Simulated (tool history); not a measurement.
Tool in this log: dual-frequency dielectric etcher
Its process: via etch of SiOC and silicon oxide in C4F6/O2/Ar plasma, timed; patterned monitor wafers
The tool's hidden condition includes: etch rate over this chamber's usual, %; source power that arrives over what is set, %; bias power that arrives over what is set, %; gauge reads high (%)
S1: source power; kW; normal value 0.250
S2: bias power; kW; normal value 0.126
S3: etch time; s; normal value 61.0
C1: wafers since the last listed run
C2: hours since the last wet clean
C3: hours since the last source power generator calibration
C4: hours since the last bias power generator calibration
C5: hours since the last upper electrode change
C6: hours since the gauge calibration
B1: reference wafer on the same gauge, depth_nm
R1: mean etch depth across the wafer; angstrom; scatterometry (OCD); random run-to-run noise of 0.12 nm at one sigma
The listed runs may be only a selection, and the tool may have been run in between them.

run	hour	S1	S2	S3	C1	C2	C3	C4	C5	C6	B1	R1
1	0.0	0.250	0.126	61.0	0	93.9	3574.9	2012.4	2270.6	1939.4	47.4	484
2	74.4	0.250	0.126	61.0	849	168.3	3649.3	2086.8	2345.0	2013.8	47.4	486
3	181.3	0.250	0.126	61.0	1220	275.2	3756.2	2193.7	2451.9	2120.7	47.4	486
4	287.2	0.250	0.126	61.0	1208	381.1	3862.1	2299.6	2557.8	2226.6	47.4	493
# hour 359.5: wet clean of the chamber
5	360.0	0.250	0.126	61.0	556	0.5	3934.9	2372.4	2630.6	2299.4	47.4	480
6	415.9	0.270	0.102	61.0	637	56.4	3990.8	2428.3	2686.5	2355.3	47.4	466
7	514.5	0.270	0.102	61.0	1125	155.0	4089.4	2526.9	2785.1	2453.9	47.3	468
8	613.3	0.270	0.102	61.0	1127	253.8	4188.2	2625.7	2883.9	2552.7	47.4	470
9	672.1	0.250	0.126	61.0	671	312.6	4247.0	2684.5	2942.7	2611.5	47.5	487
10	730.3	0.250	0.126	61.0	664	370.8	4305.2	2742.7	3000.9	2669.7	47.4	489
11	772.6	0.250	0.126	61.0	482	413.1	4347.5	2785.0	3043.2	2712.0	47.4	487
12	872.8	0.250	0.126	61.0	1143	513.3	4447.7	2885.2	3143.4	2812.2	47.4	493
# hour 927.7: wet clean of the chamber
13	973.7	0.250	0.126	61.0	877	46.0	4548.6	2986.1	3244.3	2913.1	47.4	478
14	1024.4	0.270	0.126	61.0	578	96.7	4599.3	3036.8	3295.0	2963.8	47.4	488
15	1073.9	0.250	0.126	61.0	564	146.2	4648.8	3086.3	3344.5	3013.3	47.4	478
16	1130.9	0.250	0.126	61.0	650	203.2	4705.8	3143.3	3401.5	3070.3	47.4	479
# hour 1236.6: gauge calibrated
# hour 1338.4: bias power generator calibrated
17	1379.5	0.220	0.096	46.0	2791	451.8	4954.4	41.1	3650.1	142.9	47.4	332
18	1420.2	0.250	0.126	61.0	464	492.5	4995.1	81.8	3690.8	183.6	47.4	492
19	1466.0	0.250	0.126	61.0	522	538.3	5040.9	127.6	3736.6	229.4	47.4	494
# hour 1501.6: wet clean of the chamber
# hour 1526.0: source power generator calibrated
20	1565.0	0.230	0.126	61.0	810	63.4	39.0	226.6	3835.6	328.4	47.4	475
21	1651.3	0.210	0.105	44.5	984	149.7	125.3	312.9	3921.9	414.7	47.4	320
22	1692.0	0.200	0.155	49.0	464	190.4	166.0	353.6	3962.6	455.4	47.4	389
23	1731.1	0.250	0.110	55.0	446	229.5	205.1	392.7	4001.7	494.5	47.4	423
24	1798.2	0.300	0.153	47.5	765	296.6	272.2	459.8	4068.8	561.6	47.4	430
# hour 1842.6: upper electrode replaced
25	1876.7	0.250	0.126	55.5	622	375.1	350.7	538.3	34.1	640.1	47.4	450
26	1943.2	0.250	0.126	61.0	758	441.6	417.2	604.8	100.6	706.6	47.4	498
# hour 2020.8: wet clean of the chamber
27	2021.3	0.190	0.141	52.0	617	0.5	495.3	682.9	178.7	784.7	47.4	392
28	2080.8	0.310	0.099	50.5	679	60.0	554.8	742.4	238.2	844.2	47.4	400
29	2315.7	0.250	0.126	61.0	2680	294.9	789.7	977.3	473.1	1079.1	47.4	488
30	2361.6	0.310	0.126	45.5	523	340.8	835.6	1023.2	519.0	1125.0	47.4	392

For some of the steps in R1 from one run to the next: how much would appear even if the tool had no hidden state, given the settings, what came in and random variation, and how much remains for the hidden state plus any gauge scatter that the measured result and the result without hidden state don't share?
Run 12 -> 13: wet clean of the chamber. R1 -15 angstrom: hidden state -16, all else +1.
Run 16 -> 17: S1 0.250 -> 0.220, S2 0.126 -> 0.096, S3 61.0 -> 46.0, gauge calibrated, bias power generator calibrated. R1 -147 angstrom: hidden state +12, all else -159.
Run 17 -> 18: S1 0.220 -> 0.250, S2 0.096 -> 0.126, S3 46.0 -> 61.0. R1 +160 angstrom: hidden state +4, all else +156.
Run 20 -> 21: S1 0.230 -> 0.210, S2 0.126 -> 0.105, S3 61.0 -> 44.5. R1 -155 angstrom: hidden state +2, all else -157.
Run 26 -> 27: S1 0.250 -> 0.190, S2 0.126 -> 0.141, S3 61.0 -> 52.0, wet clean of the chamber. R1 -106 angstrom: hidden state -14, all else -92.

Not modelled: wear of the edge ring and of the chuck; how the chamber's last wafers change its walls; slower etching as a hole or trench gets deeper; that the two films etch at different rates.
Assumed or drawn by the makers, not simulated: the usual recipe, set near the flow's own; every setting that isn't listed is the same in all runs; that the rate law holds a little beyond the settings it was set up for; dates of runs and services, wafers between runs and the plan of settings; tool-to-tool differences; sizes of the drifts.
